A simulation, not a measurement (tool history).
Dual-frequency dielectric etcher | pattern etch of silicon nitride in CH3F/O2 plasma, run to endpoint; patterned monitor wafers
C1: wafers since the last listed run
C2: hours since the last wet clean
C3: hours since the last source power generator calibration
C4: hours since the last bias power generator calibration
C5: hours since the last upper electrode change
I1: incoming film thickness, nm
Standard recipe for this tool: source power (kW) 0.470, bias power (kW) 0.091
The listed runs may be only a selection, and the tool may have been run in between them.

run 1 hour=0.0 | source_power_(kW)=0.470 bias_power_(kW)=0.091 | C1=0 C2=470.2 C3=2219.3 C4=2884.0 C5=1882.0 | I1=111.0 | endpoint_time_(s)=108.5
run 2 hour=37.7 | source_power_(kW)=0.470 bias_power_(kW)=0.103 | C1=206 C2=507.9 C3=2257.0 C4=2921.7 C5=1919.7 | I1=111.6 | endpoint_time_(s)=102.8
run 3 hour=107.6 | source_power_(kW)=0.470 bias_power_(kW)=0.091 | C1=382 C2=577.8 C3=2326.9 C4=2991.6 C5=1989.6 | I1=110.4 | endpoint_time_(s)=108.7
-- hour=196.1 wet clean of the chamber
run 4 hour=202.1 | source_power_(kW)=0.470 bias_power_(kW)=0.091 | C1=385 C2=6.0 C3=2421.4 C4=3086.1 C5=2084.1 | I1=110.3 | endpoint_time_(s)=103.9
run 5 hour=299.1 | source_power_(kW)=0.470 bias_power_(kW)=0.091 | C1=530 C2=103.0 C3=2518.4 C4=3183.1 C5=2181.1 | I1=110.1 | endpoint_time_(s)=104.2
-- hour=363.3 upper electrode replaced
run 6 hour=387.4 | source_power_(kW)=0.380 bias_power_(kW)=0.099 | C1=351 C2=191.3 C3=2606.7 C4=3271.4 C5=24.1 | I1=111.3 | endpoint_time_(s)=108.6
run 7 hour=475.7 | source_power_(kW)=0.380 bias_power_(kW)=0.099 | C1=483 C2=279.6 C3=2695.0 C4=3359.7 C5=112.4 | I1=111.1 | endpoint_time_(s)=108.6
run 8 hour=554.5 | source_power_(kW)=0.470 bias_power_(kW)=0.102 | C1=431 C2=358.4 C3=2773.8 C4=3438.5 C5=191.2 | I1=110.9 | endpoint_time_(s)=101.0
run 9 hour=607.9 | source_power_(kW)=0.420 bias_power_(kW)=0.091 | C1=292 C2=411.8 C3=2827.2 C4=3491.9 C5=244.6 | I1=109.9 | endpoint_time_(s)=111.1
run 10 hour=706.7 | source_power_(kW)=0.420 bias_power_(kW)=0.091 | C1=540 C2=510.6 C3=2926.0 C4=3590.7 C5=343.4 | I1=110.4 | endpoint_time_(s)=112.4
-- hour=779.2 wet clean of the chamber
run 11 hour=796.7 | source_power_(kW)=0.470 bias_power_(kW)=0.091 | C1=361 C2=17.5 C3=3016.0 C4=3680.7 C5=433.4 | I1=110.8 | endpoint_time_(s)=105.5
run 12 hour=866.1 | source_power_(kW)=0.470 bias_power_(kW)=0.091 | C1=379 C2=86.9 C3=3085.4 C4=3750.1 C5=502.8 | I1=111.5 | endpoint_time_(s)=106.2
run 13 hour=926.7 | source_power_(kW)=0.470 bias_power_(kW)=0.069 | C1=331 C2=147.5 C3=3146.0 C4=3810.7 C5=563.4 | I1=109.6 | endpoint_time_(s)=118.8
run 14 hour=1013.9 | source_power_(kW)=0.470 bias_power_(kW)=0.091 | C1=477 C2=234.7 C3=3233.2 C4=3897.9 C5=650.6 | I1=110.2 | endpoint_time_(s)=106.6
run 15 hour=1110.2 | source_power_(kW)=0.470 bias_power_(kW)=0.091 | C1=526 C2=331.0 C3=3329.5 C4=3994.2 C5=746.9 | I1=110.2 | endpoint_time_(s)=105.8
-- hour=1145.6 source power generator calibrated
run 16 hour=1209.0 | source_power_(kW)=0.350 bias_power_(kW)=0.107 | C1=518 C2=429.8 C3=63.4 C4=4093.0 C5=845.7 | I1=111.4 | endpoint_time_(s)=108.6
run 17 hour=1302.0 | source_power_(kW)=0.420 bias_power_(kW)=0.091 | C1=508 C2=522.8 C3=156.4 C4=4186.0 C5=938.7 | I1=111.6 | endpoint_time_(s)=113.5
run 18 hour=1356.9 | source_power_(kW)=0.360 bias_power_(kW)=0.081 | C1=300 C2=577.7 C3=211.3 C4=4240.9 C5=993.6 | I1=111.2 | endpoint_time_(s)=126.7
-- hour=1444.7 wet clean of the chamber
run 19 hour=1445.2 | source_power_(kW)=0.440 bias_power_(kW)=0.110 | C1=351 C2=0.5 C3=299.6 C4=4329.2 C5=1081.9 | I1=109.8 | endpoint_time_(s)=95.9
run 20 hour=1488.9 | source_power_(kW)=0.560 bias_power_(kW)=0.070 | C1=239 C2=44.2 C3=343.3 C4=4372.9 C5=1125.6 | I1=111.6 | endpoint_time_(s)=113.7
run 21 hour=1593.4 | source_power_(kW)=0.470 bias_power_(kW)=0.091 | C1=571 C2=148.7 C3=447.8 C4=4477.4 C5=1230.1 | I1=110.8 | endpoint_time_(s)=105.7
run 22 hour=1685.3 | source_power_(kW)=0.470 bias_power_(kW)=0.107 | C1=502 C2=240.6 C3=539.7 C4=4569.3 C5=1322.0 | I1=111.2 | endpoint_time_(s)=99.7
run 23 hour=1741.9 | source_power_(kW)=0.500 bias_power_(kW)=0.091 | C1=309 C2=297.2 C3=596.3 C4=4625.9 C5=1378.6 | I1=109.8 | endpoint_time_(s)=103.8
run 24 hour=1783.5 | source_power_(kW)=0.400 bias_power_(kW)=0.082 | C1=227 C2=338.8 C3=637.9 C4=4667.5 C5=1420.2 | I1=109.6 | endpoint_time_(s)=117.6
-- hour=1859.3 bias power generator calibrated
run 25 hour=1864.2 | source_power_(kW)=0.410 bias_power_(kW)=0.091 | C1=419 C2=419.5 C3=718.6 C4=4.9 C5=1500.9 | I1=110.4 | endpoint_time_(s)=111.8
run 26 hour=1921.0 | source_power_(kW)=0.510 bias_power_(kW)=0.099 | C1=310 C2=476.3 C3=775.4 C4=61.7 C5=1557.7 | I1=110.3 | endpoint_time_(s)=102.5
-- hour=2100.2 wet clean of the chamber
run 27 hour=2194.0 | source_power_(kW)=0.420 bias_power_(kW)=0.074 | C1=1362 C2=93.8 C3=1048.4 C4=334.7 C5=1830.7 | I1=110.1 | endpoint_time_(s)=120.5
-- hour=2260.2 upper electrode replaced
run 28 hour=2260.7 | source_power_(kW)=0.470 bias_power_(kW)=0.091 | C1=233 C2=160.5 C3=1115.1 C4=401.4 C5=0.5 | I1=111.0 | endpoint_time_(s)=105.5
run 29 hour=2297.6 | source_power_(kW)=0.430 bias_power_(kW)=0.109 | C1=201 C2=197.4 C3=1152.0 C4=438.3 C5=37.4 | I1=110.2 | endpoint_time_(s)=99.5
run 30 hour=2336.0 | source_power_(kW)=0.400 bias_power_(kW)=0.091 | C1=210 C2=235.8 C3=1190.4 C4=476.7 C5=75.8 | I1=110.4 | endpoint_time_(s)=111.1
run 31 hour=2397.3 | source_power_(kW)=0.430 bias_power_(kW)=0.111 | C1=335 C2=297.1 C3=1251.7 C4=538.0 C5=137.1 | I1=112.0 | endpoint_time_(s)=100.9
run 32 hour=2459.2 | source_power_(kW)=0.470 bias_power_(kW)=0.108 | C1=338 C2=359.0 C3=1313.6 C4=599.9 C5=199.0 | I1=111.2 | endpoint_time_(s)=99.4
run 33 hour=2516.5 | source_power_(kW)=0.410 bias_power_(kW)=0.109 | C1=313 C2=416.3 C3=1370.9 C4=657.2 C5=256.3 | I1=110.5 | endpoint_time_(s)=104.0
run 34 hour=2621.4 | source_power_(kW)=0.470 bias_power_(kW)=0.082 | C1=573 C2=521.2 C3=1475.8 C4=762.1 C5=361.2 | I1=109.9 | endpoint_time_(s)=113.0

Here are 5 independent what-if runs from the current tool condition. What would each one return?
run A hour=2621.9 | source_power_(kW)=0.470 bias_power_(kW)=0.091 | C1=2 C2=521.7 C3=1476.3 C4=762.6 C5=361.7 | I1=111.2 | endpoint_time_(s)=?
run B hour=2621.9 | source_power_(kW)=0.520 bias_power_(kW)=0.098 | C1=2 C2=521.7 C3=1476.3 C4=762.6 C5=361.7 | I1=111.2 | endpoint_time_(s)=?
run C hour=2621.9 | source_power_(kW)=0.530 bias_power_(kW)=0.070 | C1=2 C2=521.7 C3=1476.3 C4=762.6 C5=361.7 | I1=111.2 | endpoint_time_(s)=?
run D hour=2621.9 | source_power_(kW)=0.470 bias_power_(kW)=0.113 | C1=2 C2=521.7 C3=1476.3 C4=762.6 C5=361.7 | I1=111.2 | endpoint_time_(s)=?
run E hour=2621.9 | source_power_(kW)=0.470 bias_power_(kW)=0.079 | C1=2 C2=521.7 C3=1476.3 C4=762.6 C5=361.7 | I1=111.2 | endpoint_time_(s)=?

run=A endpoint_time_(s)=109.9
run=B endpoint_time_(s)=102.8
run=C endpoint_time_(s)=120.2
run=D endpoint_time_(s)=99.0
run=E endpoint_time_(s)=117.7
The same runs, with their run-to-run variation unchanged, on a tool lacking any hidden condition would have given:
run=A endpoint_time_(s)=105.1
run=B endpoint_time_(s)=98.3
run=C endpoint_time_(s)=114.9
run=D endpoint_time_(s)=94.6
run=E endpoint_time_(s)=112.5
